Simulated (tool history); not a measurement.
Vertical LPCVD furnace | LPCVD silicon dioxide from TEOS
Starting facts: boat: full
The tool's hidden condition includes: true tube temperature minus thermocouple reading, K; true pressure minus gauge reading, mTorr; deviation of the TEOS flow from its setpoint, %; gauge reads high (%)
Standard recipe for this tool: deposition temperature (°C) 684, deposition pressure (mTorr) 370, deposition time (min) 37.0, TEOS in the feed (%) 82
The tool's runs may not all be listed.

run   hour  deposition temperature (°C)  deposition pressure (mTorr)  deposition time (min)  TEOS in the feed (%)  wafers since the last listed run  hours since the last temperature calibration  hours since the pressure gauge was zeroed  hours since the TEOS flow controller was replaced  hours since the gauge calibration  read-back reference wafer on the same gauge, thickness  film thickness on the monitor wafer in the middle of the boat (nm)
  1    0.0                          684                          370                   37.0                    82                                 0                                        2019.5                                     2572.5                                             1636.3                              328.3                                                  216.56                                                              244.92
  2   54.6                          684                          370                   37.0                    82                               908                                        2074.1                                     2627.1                                             1690.9                              382.9                                                  217.12                                                              248.86
  3  101.4                          684                          370                   37.0                    82                               778                                        2120.9                                     2673.9                                             1737.7                              429.7                                                  217.19                                                              247.58
  4  136.7                          684                          370                   37.0                    82                               587                                        2156.2                                     2709.2                                             1773.0                              465.0                                                  216.82                                                              247.71
  5  205.4                          684                          370                   37.0                    82                              1142                                        2224.9                                     2777.9                                             1841.7                              533.7                                                  216.81                                                              247.66
  6  234.9                          684                          370                   37.0                    82                               490                                        2254.4                                     2807.4                                             1871.2                              563.2                                                  216.69                                                              249.71
  7  283.3                          684                          370                   37.0                    82                               805                                        2302.8                                     2855.8                                             1919.6                              611.6                                                  216.46                                                              250.48
  8  317.5                          684                          370                   37.0                    82                               568                                        2337.0                                     2890.0                                             1953.8                              645.8                                                  216.67                                                              248.07
  9  360.5                          684                          370                   37.0                    82                               715                                        2380.0                                     2933.0                                             1996.8                              688.8                                                  217.39                                                              246.71
 10  425.4                          684                          370                   37.0                    82                              1079                                        2444.9                                     2997.9                                             2061.7                              753.7                                                  217.00                                                              250.19
 11  456.2                          684                          370                   37.0                    82                               512                                        2475.7                                     3028.7                                             2092.5                              784.5                                                  216.48                                                              251.71
 12  484.9                          684                          370                   37.0                    82                               477                                        2504.4                                     3057.4                                             2121.2                              813.2                                                  217.07                                                              248.65
     571.4  -- pressure gauge zeroed
 13  571.9                          678                          315                   37.0                    82                              1048                                        2591.4                                        0.5                                             2208.2                              900.2                                                  216.79                                                              201.09
 14  588.2                          684                          370                   37.0                    73                               271                                        2607.7                                       16.8                                             2224.5                              916.5                                                  217.11                                                              235.50
     618.4  -- gauge calibrated
     653.7  -- TEOS flow controller replaced
 15  658.0                          678                          370                   37.0                    82                               761                                        2677.5                                       86.6                                                4.3                               39.6                                                  217.07                                                              218.38
 16  682.8                          692                          410                   23.5                    89                               412                                        2702.3                                      111.4                                               29.1                               64.4                                                  216.70                                                              212.90
     714.8  -- thermocouples replaced and temperature profile calibrated
 17  725.4                          684                          370                   30.5                    93                               309                                          10.6                                      154.0                                               71.7                              107.0                                                  216.94                                                              205.10
 18  775.4                          684                          370                   37.0                    82                               831                                          60.6                                      204.0                                              121.7                              157.0                                                  217.03                                                              233.92
 19  816.0                          684                          370                   37.0                    82                               675                                         101.2                                      244.6                                              162.3                              197.6                                                  217.25                                                              233.66
 20  847.6                          693                          370                   37.0                    82                               525                                         132.8                                      276.2                                              193.9                              229.2                                                  216.82                                                              289.80
 21  879.5                          684                          440                   37.0                    97                               530                                         164.7                                      308.1                                              225.8                              261.1                                                  217.27                                                              276.76
 22  935.5                          684                          370                   37.0                    82                               931                                         220.7                                      364.1                                              281.8                              317.1                                                  217.20                                                              234.21
 23  975.6                          681                          290                   37.0                    82                               667                                         260.8                                      404.2                                              321.9                              357.2                                                  216.68                                                              192.82
 24  999.8                          677                          370                   47.5                    82                               402                                         285.0                                      428.4                                              346.1                              381.4                                                  216.78                                                              253.09

List, for all runs, the conditions of the tool that the log does not record:
true pressure minus gauge reading, mTorr: 0, the same for each run
deviation of the TEOS flow from its setpoint, %: 0, the same for each run
gauge reads high (%): 0, the same for each run
H1: true tube temperature minus thermocouple reading, K
run     H1
  1   3.01
  2   3.09
  3   3.15
  4   3.19
  5   3.28
  6   3.32
  7   3.38
  8   3.43
  9   3.49
 10   3.57
 11   3.61
 12   3.65
 13   3.76
 14   3.78
 15   3.87
 16   3.91
 17  0.573
 18  0.638
 19  0.692
 20  0.733
 21  0.774
 22  0.848
 23    0.9
 24  0.932

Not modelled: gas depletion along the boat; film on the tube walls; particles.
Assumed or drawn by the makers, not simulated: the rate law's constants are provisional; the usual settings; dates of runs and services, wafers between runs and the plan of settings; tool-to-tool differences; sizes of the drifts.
